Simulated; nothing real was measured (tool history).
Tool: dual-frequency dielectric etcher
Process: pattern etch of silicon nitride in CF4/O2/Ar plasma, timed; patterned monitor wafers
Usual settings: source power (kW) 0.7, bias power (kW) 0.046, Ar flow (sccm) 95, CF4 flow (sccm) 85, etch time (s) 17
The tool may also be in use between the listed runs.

run,hour,source power (kW),bias power (kW),Ar flow (sccm),CF4 flow (sccm),etch time (s),wafers since the last listed run,hours since the last wet clean,hours since the last source power generator calibration,hours since the last bias power generator calibration,hours since the last Ar flow controller change,hours since the last CF4 flow controller change,hours since the last upper electrode change,hours since the gauge calibration,"read-back reference wafer on the same gauge, depth_nm",mean etch depth across the wafer (angstrom)
1,0,0.7,0.046,95,85,17,0,364.7,2604.8,4681.4,1745.1,1363,3646.8,2286.3,47.03,420.7
2,51.3,0.7,0.046,95,85,17,575,416,2656.1,4732.7,1796.4,1414.3,3698.1,2337.6,47.01,420.3
# hour 140.9: wet clean of the chamber
3,141.4,0.7,0.046,95,85,18.5,742,0.5,2746.2,4822.8,1886.5,1504.4,3788.2,2427.7,47.01,458.5
4,220.4,0.7,0.046,95,85,17,886,79.5,2825.2,4901.8,1965.5,1583.4,3867.2,2506.7,46.99,420.4
# hour 227.1: Ar flow controller replaced
5,264.6,0.7,0.053,78,85,17,428,123.7,2869.4,4946,37.5,1627.6,3911.4,2550.9,46.97,449.2
# hour 285.3: bias power generator calibrated
6,368,0.7,0.046,95,85,17,1115,227.1,2972.8,82.7,140.9,1731,4014.8,2654.3,46.97,418.3
# hour 450.5: upper electrode replaced
7,472.9,0.7,0.046,95,69,17,908,332,3077.7,187.6,245.8,1835.9,22.4,2759.2,46.98,407
8,549.5,0.7,0.046,95,85,17,859,408.6,3154.3,264.2,322.4,1912.5,99,2835.8,47.01,418.7
9,606.1,0.87,0.046,95,85,17,635,465.2,3210.9,320.8,379,1969.1,155.6,2892.4,47.05,462.9
# hour 621.4: CF4 flow controller replaced
10,646.9,0.7,0.05,95,85,17,390,506,3251.7,361.6,419.8,25.5,196.4,2933.2,47.04,431.6
# hour 719.8: wet clean of the chamber
11,726,0.7,0.046,95,85,17,618,6.2,3330.8,440.7,498.9,104.6,275.5,3012.3,46.98,418.9
12,792.6,0.59,0.046,95,85,19,747,72.8,3397.4,507.3,565.5,171.2,342.1,3078.9,47.02,434.3
# hour 804.5: gauge calibrated
13,895.6,0.7,0.046,95,101,17,1156,175.8,3500.4,610.3,668.5,274.2,445.1,91.1,47,426.8
14,972.3,0.7,0.046,95,85,17,861,252.5,3577.1,687,745.2,350.9,521.8,167.8,47.01,415.5
# hour 987.2: source power generator calibrated
15,1045.2,0.7,0.046,86,95,13,773,325.4,58,759.9,818.1,423.8,594.7,240.7,46.98,331.9
16,1105.9,0.85,0.046,95,85,17,681,386.1,118.7,820.6,878.8,484.5,655.4,301.4,46.99,462.9
17,1177.8,0.58,0.046,83,85,17,807,458,190.6,892.5,950.7,556.4,727.3,373.3,46.96,397.7
18,1219.5,0.7,0.046,95,85,17,468,499.7,232.3,934.2,992.4,598.1,769,415,46.95,423.3
# hour 1358.7: wet clean of the chamber
19,1436.9,0.7,0.046,106,76,17,2171,78.2,449.7,1151.6,1209.8,815.5,986.4,632.4,47,412.6
20,1501.3,0.7,0.04,95,85,17,722,142.6,514.1,1216,1274.2,879.9,1050.8,696.8,46.98,403.5
21,1569.2,0.7,0.046,95,85,17,762,210.5,582,1283.9,1342.1,947.8,1118.7,764.7,47,424

4 ways to go on from here, each from the tool as it stands after run 21. What would each give?
A,1569.6,0.7,0.046,95,85,17,4,210.9,582.4,1284.3,1342.5,948.2,1119.1,765.1,?,?
B,1569.6,0.53,0.046,95,65,17,4,210.9,582.4,1284.3,1342.5,948.2,1119.1,765.1,?,?
C,1569.6,0.57,0.046,71,96,17,4,210.9,582.4,1284.3,1342.5,948.2,1119.1,765.1,?,?
D,1569.6,0.63,0.053,95,94,21,4,210.9,582.4,1284.3,1342.5,948.2,1119.1,765.1,?,?

run,"read-back reference wafer on the same gauge, depth_nm",mean etch depth across the wafer (angstrom)
A,46.97,424.6
B,46.97,365.1
C,46.97,405
D,46.97,536
Without the tool's hidden state the same runs would have given:
run,mean etch depth across the wafer (angstrom)
A,425.6
B,366
C,406
D,537.3
